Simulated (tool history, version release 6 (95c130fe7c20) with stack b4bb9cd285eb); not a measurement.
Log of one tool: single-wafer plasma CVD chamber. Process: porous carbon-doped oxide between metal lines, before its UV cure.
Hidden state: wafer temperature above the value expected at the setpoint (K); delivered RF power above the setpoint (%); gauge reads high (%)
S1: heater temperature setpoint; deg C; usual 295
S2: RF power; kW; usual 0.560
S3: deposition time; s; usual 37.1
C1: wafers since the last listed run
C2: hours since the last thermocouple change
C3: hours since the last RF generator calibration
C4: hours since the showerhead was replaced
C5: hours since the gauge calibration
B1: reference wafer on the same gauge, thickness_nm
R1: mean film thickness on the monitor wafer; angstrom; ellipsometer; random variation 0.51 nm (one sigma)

| run | hour | S1 | S2 | S3 | C1 | C2 | C3 | C4 | C5 | B1 | R1 |
|---|---|---|---|---|---|---|---|---|---|---|---|
| 1 | 0.0 | 285 | 0.560 | 35.2 | 0 | 2528.2 | 1542.8 | 5186.5 | 91.1 | 238.136 | 2261.10 |
| 2 | 29.6 | 285 | 0.560 | 35.2 | 569 | 2557.8 | 1572.4 | 5216.1 | 120.7 | 238.117 | 2245.61 |
| 3 | 45.8 | 295 | 0.560 | 35.1 | 311 | 2574.0 | 1588.6 | 5232.3 | 136.9 | 238.171 | 2113.60 |
| 4 | 77.1 | 295 | 0.560 | 35.1 | 601 | 2605.3 | 1619.9 | 5263.6 | 168.2 | 238.139 | 2118.34 |
| 5 | 94.8 | 286 | 0.490 | 37.1 | 340 | 2623.0 | 1637.6 | 5281.3 | 185.9 | 237.826 | 2176.27 |
| 6 | 114.9 | 295 | 0.560 | 37.1 | 386 | 2643.1 | 1657.7 | 5301.4 | 206.0 | 237.838 | 2230.23 |
| 7 | 133.7 | 295 | 0.560 | 37.1 | 361 | 2661.9 | 1676.5 | 5320.2 | 224.8 | 237.938 | 2235.21 |
| 8 | 164.8 | 295 | 0.560 | 40.8 | 598 | 2693.0 | 1707.6 | 5351.3 | 255.9 | 238.100 | 2446.83 |
| 9 | 185.9 | 289 | 0.560 | 37.1 | 405 | 2714.1 | 1728.7 | 5372.4 | 277.0 | 237.963 | 2308.09 |
| 10 | 217.0 | 295 | 0.560 | 37.1 | 598 | 2745.2 | 1759.8 | 5403.5 | 308.1 | 237.942 | 2229.10 |
| 11 | 244.5 | 295 | 0.560 | 37.1 | 528 | 2772.7 | 1787.3 | 5431.0 | 335.6 | 237.967 | 2230.89 |
| 12 | 277.1 | 295 | 0.560 | 37.1 | 626 | 2805.3 | 1819.9 | 5463.6 | 368.2 | 238.072 | 2233.10 |
|  | 356.1 | RF generator calibrated |
| 13 | 365.9 | 295 | 0.560 | 37.1 | 1553 | 2894.1 | 9.8 | 5552.4 | 457.0 | 238.128 | 2310.84 |
| 14 | 391.8 | 295 | 0.560 | 37.1 | 498 | 2920.0 | 35.7 | 5578.3 | 482.9 | 237.884 | 2308.90 |
| 15 | 421.1 | 295 | 0.615 | 37.1 | 563 | 2949.3 | 65.0 | 5607.6 | 512.2 | 237.953 | 2439.64 |
|  | 469.8 | showerhead replaced |
| 16 | 472.7 | 295 | 0.635 | 37.1 | 838 | 3000.9 | 116.6 | 2.9 | 563.8 | 238.064 | 2471.58 |
|  | 495.3 | thermocouple changed; heater temperature recalibrated |
| 17 | 495.8 | 295 | 0.635 | 37.1 | 290 | 0.5 | 139.7 | 26.0 | 586.9 | 237.882 | 2389.08 |
| 18 | 515.3 | 295 | 0.560 | 37.1 | 374 | 20.0 | 159.2 | 45.5 | 606.4 | 237.989 | 2217.08 |
| 19 | 544.2 | 302 | 0.505 | 40.7 | 555 | 48.9 | 188.1 | 74.4 | 635.3 | 238.057 | 2212.17 |
|  | 558.0 | gauge calibrated |
| 20 | 567.9 | 295 | 0.560 | 37.1 | 455 | 72.6 | 211.8 | 98.1 | 9.9 | 237.843 | 2221.72 |
| 21 | 590.6 | 304 | 0.530 | 37.1 | 436 | 95.3 | 234.5 | 120.8 | 32.6 | 238.109 | 2064.79 |
| 22 | 608.8 | 309 | 0.560 | 43.4 | 349 | 113.5 | 252.7 | 139.0 | 50.8 | 238.028 | 2421.93 |
| 23 | 630.6 | 295 | 0.560 | 37.1 | 419 | 135.3 | 274.5 | 160.8 | 72.6 | 237.978 | 2233.09 |
| 24 | 649.5 | 295 | 0.560 | 37.1 | 363 | 154.2 | 293.4 | 179.7 | 91.5 | 237.774 | 2225.25 |
| 25 | 662.1 | 291 | 0.635 | 35.0 | 242 | 166.8 | 306.0 | 192.3 | 104.1 | 237.829 | 2310.84 |
| 26 | 677.0 | 283 | 0.560 | 39.5 | 286 | 181.7 | 320.9 | 207.2 | 119.0 | 238.116 | 2538.64 |
| 27 | 707.0 | 308 | 0.560 | 37.1 | 576 | 211.7 | 350.9 | 237.2 | 149.0 | 237.949 | 2084.55 |
| 28 | 735.3 | 291 | 0.560 | 37.1 | 544 | 240.0 | 379.2 | 265.5 | 177.3 | 238.178 | 2278.99 |
| 29 | 761.1 | 295 | 0.560 | 37.1 | 496 | 265.8 | 405.0 | 291.3 | 203.1 | 237.947 | 2230.21 |
| 30 | 793.5 | 282 | 0.500 | 31.1 | 623 | 298.2 | 437.4 | 323.7 | 235.5 | 238.068 | 1896.32 |
| 31 | 824.4 | 305 | 0.465 | 39.6 | 594 | 329.1 | 468.3 | 354.6 | 266.4 | 237.684 | 2038.45 |
| 32 | 854.0 | 302 | 0.600 | 42.7 | 569 | 358.7 | 497.9 | 384.2 | 296.0 | 238.076 | 2573.97 |
| 33 | 882.2 | 290 | 0.515 | 39.3 | 542 | 386.9 | 526.1 | 412.4 | 324.2 | 238.130 | 2311.83 |
| 34 | 912.4 | 295 | 0.560 | 37.1 | 580 | 417.1 | 556.3 | 442.6 | 354.4 | 237.841 | 2235.05 |
| 35 | 942.4 | 295 | 0.600 | 42.5 | 576 | 447.1 | 586.3 | 472.6 | 384.4 | 237.856 | 2653.97 |

The same runs without the tool's hidden state, with the same run-to-run variation:
| run | R1 |
|---|---|
| 1 | 2259.25 |
| 2 | 2245.01 |
| 3 | 2117.34 |
| 4 | 2123.33 |
| 5 | 2180.35 |
| 6 | 2237.10 |
| 7 | 2242.90 |
| 8 | 2456.71 |
| 9 | 2315.31 |
| 10 | 2240.35 |
| 11 | 2243.35 |
| 12 | 2246.98 |
| 13 | 2241.10 |
| 14 | 2240.26 |
| 15 | 2368.37 |
| 16 | 2401.65 |
| 17 | 2408.72 |
| 18 | 2234.58 |
| 19 | 2228.67 |
| 20 | 2237.44 |
| 21 | 2078.99 |
| 22 | 2437.75 |
| 23 | 2247.04 |
| 24 | 2238.66 |
| 25 | 2324.38 |
| 26 | 2552.80 |
| 27 | 2096.28 |
| 28 | 2290.67 |
| 29 | 2241.29 |
| 30 | 1905.01 |
| 31 | 2049.24 |
| 32 | 2586.06 |
| 33 | 2321.75 |
| 34 | 2244.37 |
| 35 | 2664.76 |

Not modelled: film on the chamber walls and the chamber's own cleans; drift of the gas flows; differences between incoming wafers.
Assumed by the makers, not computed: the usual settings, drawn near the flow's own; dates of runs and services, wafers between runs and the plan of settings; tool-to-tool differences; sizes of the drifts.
